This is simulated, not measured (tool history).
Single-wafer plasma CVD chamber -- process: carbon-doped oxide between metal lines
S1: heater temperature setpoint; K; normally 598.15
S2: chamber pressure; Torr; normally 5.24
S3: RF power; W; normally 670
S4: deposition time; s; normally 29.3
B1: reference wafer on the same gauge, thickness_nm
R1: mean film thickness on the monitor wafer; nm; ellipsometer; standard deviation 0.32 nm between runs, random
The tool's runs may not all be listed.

run	hour	S1	S2	S3	S4	B1	R1
1	0.0	591.15	5.24	670	29.3	170.970	176.453
2	23.2	598.15	5.24	670	29.3	171.025	172.206
3	49.3	598.15	5.24	670	29.3	171.032	171.847
# hour 60.2: RF generator calibrated
4	69.9	598.15	5.24	670	29.3	170.948	175.118
5	133.2	594.15	5.24	670	29.3	171.032	177.728
6	149.9	594.15	5.24	670	29.3	170.919	177.101
7	178.2	594.15	5.24	670	29.3	170.934	177.546
8	210.5	584.15	4.16	745	25.2	171.149	171.700
9	226.8	592.15	4.87	670	29.3	171.010	177.685
10	259.5	610.15	6.39	670	29.3	171.048	170.728
11	295.0	598.15	5.24	670	29.3	171.120	174.947
12	312.5	584.15	4.16	745	25.2	171.043	170.438
# hour 320.5: showerhead replaced
13	338.5	598.15	5.24	670	29.3	171.014	174.739
14	357.7	598.15	5.65	670	29.3	171.048	176.033
# hour 367.3: thermocouple changed; heater temperature recalibrated
# hour 384.0: gauge calibrated
# hour 395.7: capacitance manometer re-zeroed and calibrated
15	396.2	603.15	4.70	600	29.3	171.055	155.977
16	409.3	598.15	5.24	565	23.5	171.001	122.401
17	435.5	589.15	5.75	710	34.6	170.974	230.180
18	471.5	598.15	5.24	710	27.0	171.055	172.471
19	505.3	598.15	5.24	775	29.3	170.949	200.630
20	528.2	598.15	5.24	595	29.3	171.002	158.651
21	563.1	598.15	4.49	595	34.0	170.958	181.053
22	576.6	602.15	4.22	715	35.0	170.907	215.920
23	589.3	594.15	5.24	670	29.3	171.022	180.239
24	606.9	606.15	5.24	670	34.1	171.015	199.686
25	620.7	598.15	5.24	730	29.3	171.009	190.580
26	635.9	591.15	5.24	715	29.3	171.015	192.532
27	648.7	612.15	5.24	600	31.2	171.030	161.750
28	680.5	598.15	5.24	735	29.3	171.012	191.028

Some steps in R1, run to run, broken into two amounts with sign: the step expected even without the hidden condition (settings, incoming material, random variation), and the rest, left for the hidden condition together with whatever gauge scatter is not in both the measured and the hidden-condition-free result:
The hidden state here: wafer temperature above the value expected at the setpoint (K); delivered RF power above the setpoint (%); true pressure above the setpoint (%); gauge reads high (%).
Run 3 -> 4: RF generator calibrated. R1 +3.271 nm: hidden state +3.248, all else +0.023.
Run 14 -> 15: S1 598.15 -> 603.15, S2 5.65 -> 4.70, S3 670 -> 600, thermocouple changed; heater temperature recalibrated, gauge calibrated, capacitance manometer re-zeroed and calibrated. R1 -20.056 nm: hidden state +3.468, all else -23.524.
Run 16 -> 17: S1 598.15 -> 589.15, S2 5.24 -> 5.75, S3 565 -> 710, S4 23.5 -> 34.6. R1 +107.779 nm: hidden state -1.741, all else +109.520.
Run 17 -> 18: S1 589.15 -> 598.15, S2 5.75 -> 5.24, S4 34.6 -> 27.0. R1 -57.709 nm: hidden state +0.853, all else -58.562.
